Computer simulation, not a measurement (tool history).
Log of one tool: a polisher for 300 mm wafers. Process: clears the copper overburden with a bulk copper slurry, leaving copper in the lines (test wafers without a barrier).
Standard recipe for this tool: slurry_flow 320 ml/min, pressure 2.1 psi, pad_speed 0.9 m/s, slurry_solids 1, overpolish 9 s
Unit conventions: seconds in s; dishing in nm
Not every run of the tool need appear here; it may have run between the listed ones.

| run | day | slurry_flow | pressure | pad_speed | slurry_solids | overpolish | incoming thickness of the incoming film, nm | seconds | dishing |
|---|---|---|---|---|---|---|---|---|---|
| 1 | 0 | 320 | 2.1 | 0.9 | 1 | 9 | 700.1 | 114.5 | 31.2 |
| 2 | 1.475 | 320 | 2.1 | 0.9 | 1 | 9 | 691.3 | 113.7 | 31.9 |
| 3 | 2.958 | 320 | 2.1 | 0.9 | 1 | 9 | 690.1 | 112.8 | 32.7 |
| 4 | 4.304 | 320 | 2.1 | 0.9 | 1 | 9 | 705.7 | 117 | 31 |
|  | 5.062 | worn pad replaced by a new one |
|  | 5.304 | slurry nozzle cleaned |
| 5 | 5.638 | 320 | 2.1 | 0.9 | 1 | 9 | 692.4 | 110 | 33.7 |
| 6 | 6.921 | 320 | 2.1 | 0.9 | 1.2 | 9 | 686 | 106.9 | 34.4 |
| 7 | 8.15 | 320 | 2.1 | 0.9 | 1 | 9 | 697.9 | 112.6 | 32 |
|  | 8.538 | slurry blender recalibrated |
| 8 | 11.883 | 320 | 2.1 | 0.9 | 1 | 9 | 700.2 | 117.7 | 32.2 |
| 9 | 12.933 | 285 | 1.7 | 0.9 | 1.2 | 13 | 706.3 | 139.8 | 36.9 |
| 10 | 13.858 | 320 | 2.1 | 0.9 | 1 | 9 | 696.6 | 114.5 | 32.8 |
| 11 | 15.15 | 320 | 2.1 | 0.9 | 1 | 9 | 706.8 | 119.1 | 31.7 |
|  | 15.562 | worn pad replaced by a new one |
| 12 | 15.821 | 365 | 1.8 | 0.9 | 1 | 9 | 688.5 | 120.8 | 30.2 |
| 13 | 16.979 | 320 | 2.1 | 0.7 | 1 | 13 | 692.5 | 129.7 | 39 |
| 14 | 17.8 | 320 | 2.1 | 1.18 | 1.15 | 13 | 699 | 88.3 | 51.4 |
|  | 17.988 | slurry blender recalibrated |
| 15 | 18.796 | 320 | 2.1 | 0.7 | 0.8 | 9 | 699.9 | 142.1 | 26.8 |
| 16 | 19.475 | 380 | 2.1 | 0.76 | 0.7 | 6 | 700.5 | 135.6 | 19.6 |
|  | 19.633 | slurry nozzle cleaned |
| 17 | 20.329 | 320 | 2.1 | 0.9 | 0.75 | 9 | 694.9 | 123.2 | 30.9 |
| 18 | 21.258 | 320 | 2.6 | 0.9 | 0.9 | 7 | 712.6 | 93.4 | 31.6 |
| 19 | 22.217 | 320 | 2.1 | 0.9 | 1 | 9 | 691.3 | 113.5 | 33.1 |
| 20 | 23.538 | 390 | 2.1 | 0.9 | 0.7 | 4 | 703.4 | 120.1 | 15.1 |
| 21 | 24.521 | 320 | 1.5 | 0.9 | 1 | 9 | 707.4 | 163.3 | 24.1 |
| 22 | 25.079 | 320 | 2.6 | 0.9 | 0.9 | 7 | 710.8 | 98.7 | 31.2 |
|  | 25.442 | worn pad replaced by a new one |
| 23 | 25.779 | 320 | 2.8 | 0.7 | 1 | 11 | 700.8 | 99.2 | 44.2 |
| 24 | 27.104 | 320 | 2.1 | 0.9 | 1 | 9 | 696.7 | 105.1 | 33.8 |
| 25 | 28.15 | 320 | 2.1 | 0.9 | 1 | 9 | 699.5 | 110.1 | 33.5 |
| 26 | 28.925 | 320 | 2.1 | 0.9 | 1 | 9 | 690.3 | 114 | 33.5 |
|  | 29.083 | slurry blender recalibrated |
| 27 | 30.267 | 320 | 2.1 | 0.9 | 1.15 | 9 | 695.8 | 109.6 | 33.8 |

Run-by-run hidden state of the tool:
slurry flow missing at the pad, %: 0 in every run
abrasive missing from the slurry, %: 0 in every run
H1: removal rate lost through wear of the pad, %
H2: deviation of the head's pressure from its setpoint, %
| run | H1 | H2 |
|---|---|---|
| 1 | 6.03 | 1.37 |
| 2 | 6.41 | 1.41 |
| 3 | 6.66 | 1.45 |
| 4 | 6.81 | 1.51 |
| 5 | 1.34 | 1.58 |
| 6 | 3.17 | 1.65 |
| 7 | 4.4 | 1.73 |
| 8 | 6.34 | 2.05 |
| 9 | 6.61 | 2.15 |
| 10 | 6.78 | 2.25 |
| 11 | 6.96 | 2.39 |
| 12 | 1 | 2.48 |
| 13 | 2.84 | 2.62 |
| 14 | 3.83 | 2.73 |
| 15 | 4.75 | 2.87 |
| 16 | 5.25 | 2.97 |
| 17 | 5.75 | 3.09 |
| 18 | 6.18 | 3.24 |
| 19 | 6.52 | 3.39 |
| 20 | 6.86 | 3.62 |
| 21 | 7.04 | 3.79 |
| 22 | 7.12 | 3.89 |
| 23 | 1.11 | 4.02 |
| 24 | 3.13 | 4.28 |
| 25 | 4.27 | 4.49 |
| 26 | 4.92 | 4.65 |
| 27 | 5.75 | 4.94 |
